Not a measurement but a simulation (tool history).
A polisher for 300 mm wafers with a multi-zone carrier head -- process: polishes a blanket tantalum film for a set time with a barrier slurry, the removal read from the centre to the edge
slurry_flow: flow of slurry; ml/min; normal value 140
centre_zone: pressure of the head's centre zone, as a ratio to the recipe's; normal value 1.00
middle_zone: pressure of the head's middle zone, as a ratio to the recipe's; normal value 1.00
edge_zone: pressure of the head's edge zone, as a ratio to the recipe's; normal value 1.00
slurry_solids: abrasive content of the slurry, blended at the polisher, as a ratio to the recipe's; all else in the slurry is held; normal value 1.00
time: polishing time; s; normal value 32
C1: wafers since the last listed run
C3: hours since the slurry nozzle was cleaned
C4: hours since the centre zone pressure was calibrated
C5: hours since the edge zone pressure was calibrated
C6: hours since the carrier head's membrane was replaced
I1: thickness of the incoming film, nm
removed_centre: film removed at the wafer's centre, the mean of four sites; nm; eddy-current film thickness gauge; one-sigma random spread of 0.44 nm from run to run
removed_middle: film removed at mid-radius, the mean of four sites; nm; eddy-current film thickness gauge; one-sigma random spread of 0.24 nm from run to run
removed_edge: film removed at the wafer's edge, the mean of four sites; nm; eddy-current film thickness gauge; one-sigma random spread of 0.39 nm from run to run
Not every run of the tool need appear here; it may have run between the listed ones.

run 1 hour=0.0 | slurry_flow=140 centre_zone=1.06 middle_zone=1.00 edge_zone=1.00 slurry_solids=1.20 time=39 | C1=0 wafers_polished_on_this_pad=772 C3=598.1 C4=8.4 C5=37.2 C6=6.1 | I1=363.7 | removed_centre=51.8 removed_middle=49.8 removed_edge=50.0
-- hour=4.4 worn pad replaced by a new one
run 2 hour=16.3 | slurry_flow=160 centre_zone=0.96 middle_zone=1.00 edge_zone=1.00 slurry_solids=1.00 time=41 | C1=95 wafers_polished_on_this_pad=92 C3=614.4 C4=24.7 C5=53.5 C6=22.4 | I1=368.5 | removed_centre=48.7 removed_middle=52.4 removed_edge=51.9
run 3 hour=26.6 | slurry_flow=140 centre_zone=0.97 middle_zone=0.93 edge_zone=0.90 slurry_solids=1.00 time=32 | C1=79 wafers_polished_on_this_pad=171 C3=624.7 C4=35.0 C5=63.8 C6=32.7 | I1=366.0 | removed_centre=37.3 removed_middle=36.6 removed_edge=37.6
run 4 hour=41.6 | slurry_flow=140 centre_zone=0.88 middle_zone=1.00 edge_zone=0.88 slurry_solids=0.80 time=32 | C1=116 wafers_polished_on_this_pad=287 C3=639.7 C4=50.0 C5=78.8 C6=47.7 | I1=377.5 | removed_centre=32.1 removed_middle=38.0 removed_edge=36.3
run 5 hour=51.9 | slurry_flow=140 centre_zone=1.00 middle_zone=1.00 edge_zone=1.00 slurry_solids=1.00 time=32 | C1=79 wafers_polished_on_this_pad=367 C3=650.0 C4=60.3 C5=89.1 C6=58.0 | I1=372.5 | removed_centre=38.3 removed_middle=39.3 removed_edge=40.2
run 6 hour=58.3 | slurry_flow=185 centre_zone=1.00 middle_zone=1.00 edge_zone=1.00 slurry_solids=1.10 time=32 | C1=49 wafers_polished_on_this_pad=417 C3=656.4 C4=66.7 C5=95.5 C6=64.4 | I1=364.3 | removed_centre=41.4 removed_middle=41.9 removed_edge=42.0
run 7 hour=73.2 | slurry_flow=140 centre_zone=1.00 middle_zone=1.00 edge_zone=1.00 slurry_solids=1.00 time=32 | C1=115 wafers_polished_on_this_pad=532 C3=671.3 C4=81.6 C5=110.4 C6=79.3 | I1=371.2 | removed_centre=37.9 removed_middle=39.3 removed_edge=39.4
run 8 hour=83.7 | slurry_flow=170 centre_zone=1.05 middle_zone=1.08 edge_zone=1.00 slurry_solids=0.85 time=32 | C1=81 wafers_polished_on_this_pad=613 C3=681.8 C4=92.1 C5=120.9 C6=89.8 | I1=373.3 | removed_centre=39.9 removed_middle=41.8 removed_edge=40.0
run 9 hour=99.2 | slurry_flow=140 centre_zone=1.00 middle_zone=1.00 edge_zone=1.05 slurry_solids=1.00 time=32 | C1=119 wafers_polished_on_this_pad=733 C3=697.3 C4=107.6 C5=136.4 C6=105.3 | I1=367.2 | removed_centre=37.2 removed_middle=39.6 removed_edge=40.9
-- hour=105.7 worn pad replaced by a new one
run 10 hour=109.0 | slurry_flow=140 centre_zone=1.00 middle_zone=1.00 edge_zone=0.91 slurry_solids=1.00 time=32 | C1=44 wafers_polished_on_this_pad=25 C3=707.1 C4=117.4 C5=146.2 C6=115.1 | I1=374.2 | removed_centre=38.0 removed_middle=39.7 removed_edge=38.6
-- hour=113.4 slurry nozzle cleaned
run 11 hour=117.0 | slurry_flow=140 centre_zone=0.89 middle_zone=1.00 edge_zone=1.00 slurry_solids=1.15 time=32 | C1=54 wafers_polished_on_this_pad=80 C3=3.6 C4=125.4 C5=154.2 C6=123.1 | I1=370.6 | removed_centre=33.9 removed_middle=40.1 removed_edge=41.3
run 12 hour=129.5 | slurry_flow=140 centre_zone=1.00 middle_zone=1.00 edge_zone=1.07 slurry_solids=1.00 time=32 | C1=96 wafers_polished_on_this_pad=176 C3=16.1 C4=137.9 C5=166.7 C6=135.6 | I1=372.8 | removed_centre=36.9 removed_middle=39.4 removed_edge=41.8
run 13 hour=139.1 | slurry_flow=140 centre_zone=0.91 middle_zone=1.00 edge_zone=1.00 slurry_solids=1.00 time=32 | C1=74 wafers_polished_on_this_pad=250 C3=25.7 C4=147.5 C5=176.3 C6=145.2 | I1=364.1 | removed_centre=34.5 removed_middle=39.4 removed_edge=40.0
run 14 hour=147.2 | slurry_flow=140 centre_zone=1.00 middle_zone=1.00 edge_zone=1.08 slurry_solids=1.00 time=38 | C1=62 wafers_polished_on_this_pad=313 C3=33.8 C4=155.6 C5=184.4 C6=153.3 | I1=373.5 | removed_centre=44.1 removed_middle=46.6 removed_edge=48.6
run 15 hour=164.6 | slurry_flow=120 centre_zone=1.00 middle_zone=1.00 edge_zone=1.00 slurry_solids=1.00 time=32 | C1=134 wafers_polished_on_this_pad=448 C3=51.2 C4=173.0 C5=201.8 C6=170.7 | I1=364.8 | removed_centre=35.7 removed_middle=37.9 removed_edge=38.3
run 16 hour=175.1 | slurry_flow=140 centre_zone=1.00 middle_zone=1.00 edge_zone=1.00 slurry_solids=1.00 time=32 | C1=81 wafers_polished_on_this_pad=529 C3=61.7 C4=183.5 C5=212.3 C6=181.2 | I1=365.6 | removed_centre=36.2 removed_middle=38.9 removed_edge=39.8
run 17 hour=184.0 | slurry_flow=175 centre_zone=1.00 middle_zone=1.00 edge_zone=1.00 slurry_solids=1.15 time=32 | C1=68 wafers_polished_on_this_pad=598 C3=70.6 C4=192.4 C5=221.2 C6=190.1 | I1=374.9 | removed_centre=40.1 removed_middle=41.5 removed_edge=42.4
run 18 hour=199.4 | slurry_flow=140 centre_zone=1.00 middle_zone=0.95 edge_zone=1.07 slurry_solids=1.00 time=21 | C1=119 wafers_polished_on_this_pad=717 C3=86.0 C4=207.8 C5=236.6 C6=205.5 | I1=371.3 | removed_centre=23.9 removed_middle=25.2 removed_edge=27.1
-- hour=216.2 worn pad replaced by a new one
run 19 hour=216.7 | slurry_flow=140 centre_zone=0.92 middle_zone=1.00 edge_zone=1.00 slurry_solids=1.10 time=39 | C1=102 wafers_polished_on_this_pad=3 C3=103.3 C4=225.1 C5=253.9 C6=222.8 | I1=374.5 | removed_centre=41.5 removed_middle=48.8 removed_edge=49.3
run 20 hour=221.6 | slurry_flow=140 centre_zone=1.00 middle_zone=1.00 edge_zone=1.00 slurry_solids=1.00 time=32 | C1=37 wafers_polished_on_this_pad=41 C3=108.2 C4=230.0 C5=258.8 C6=227.7 | I1=369.2 | removed_centre=36.1 removed_middle=39.5 removed_edge=39.5
run 21 hour=234.3 | slurry_flow=140 centre_zone=0.93 middle_zone=0.94 edge_zone=1.00 slurry_solids=1.00 time=21 | C1=98 wafers_polished_on_this_pad=140 C3=120.9 C4=242.7 C5=271.5 C6=240.4 | I1=375.4 | removed_centre=22.1 removed_middle=24.6 removed_edge=26.1

Below are 5 alternative next runs, each starting from the tool's condition after run 21. Predict each:
run A hour=234.7 | slurry_flow=140 centre_zone=0.96 middle_zone=1.00 edge_zone=1.00 slurry_solids=1.00 time=32 | C1=3 wafers_polished_on_this_pad=143 C3=121.3 C4=243.1 C5=271.9 C6=240.8 | I1=374.8 | removed_centre=? removed_middle=? removed_edge=?
run B hour=234.7 | slurry_flow=140 centre_zone=0.95 middle_zone=0.89 edge_zone=1.00 slurry_solids=1.00 time=32 | C1=3 wafers_polished_on_this_pad=143 C3=121.3 C4=243.1 C5=271.9 C6=240.8 | I1=374.8 | removed_centre=? removed_middle=? removed_edge=?
run C hour=234.7 | slurry_flow=95 centre_zone=1.00 middle_zone=1.11 edge_zone=1.07 slurry_solids=1.00 time=32 | C1=3 wafers_polished_on_this_pad=143 C3=121.3 C4=243.1 C5=271.9 C6=240.8 | I1=374.8 | removed_centre=? removed_middle=? removed_edge=?
run D hour=234.7 | slurry_flow=140 centre_zone=1.00 middle_zone=1.00 edge_zone=1.00 slurry_solids=1.00 time=41 | C1=3 wafers_polished_on_this_pad=143 C3=121.3 C4=243.1 C5=271.9 C6=240.8 | I1=374.8 | removed_centre=? removed_middle=? removed_edge=?
run E hour=234.7 | slurry_flow=140 centre_zone=1.03 middle_zone=0.89 edge_zone=1.00 slurry_solids=1.00 time=40 | C1=3 wafers_polished_on_this_pad=143 C3=121.3 C4=243.1 C5=271.9 C6=240.8 | I1=374.8 | removed_centre=? removed_middle=? removed_edge=?

run=A removed_centre=34.5 removed_middle=39.5 removed_edge=39.7
run=B removed_centre=34.1 removed_middle=36.2 removed_edge=39.8
run=C removed_centre=31.7 removed_middle=38.3 removed_edge=37.7
run=D removed_centre=46.0 removed_middle=50.6 removed_edge=50.9
run=E removed_centre=46.2 removed_middle=45.2 removed_edge=49.7
Without the tool's unlogged condition, the same runs would have read:
run=A removed_centre=37.7 removed_middle=39.5 removed_edge=39.7
run=B removed_centre=37.3 removed_middle=36.2 removed_edge=39.8
run=C removed_centre=34.7 removed_middle=38.3 removed_edge=37.7
run=D removed_centre=50.4 removed_middle=50.6 removed_edge=50.9
run=E removed_centre=50.6 removed_middle=45.2 removed_edge=49.7
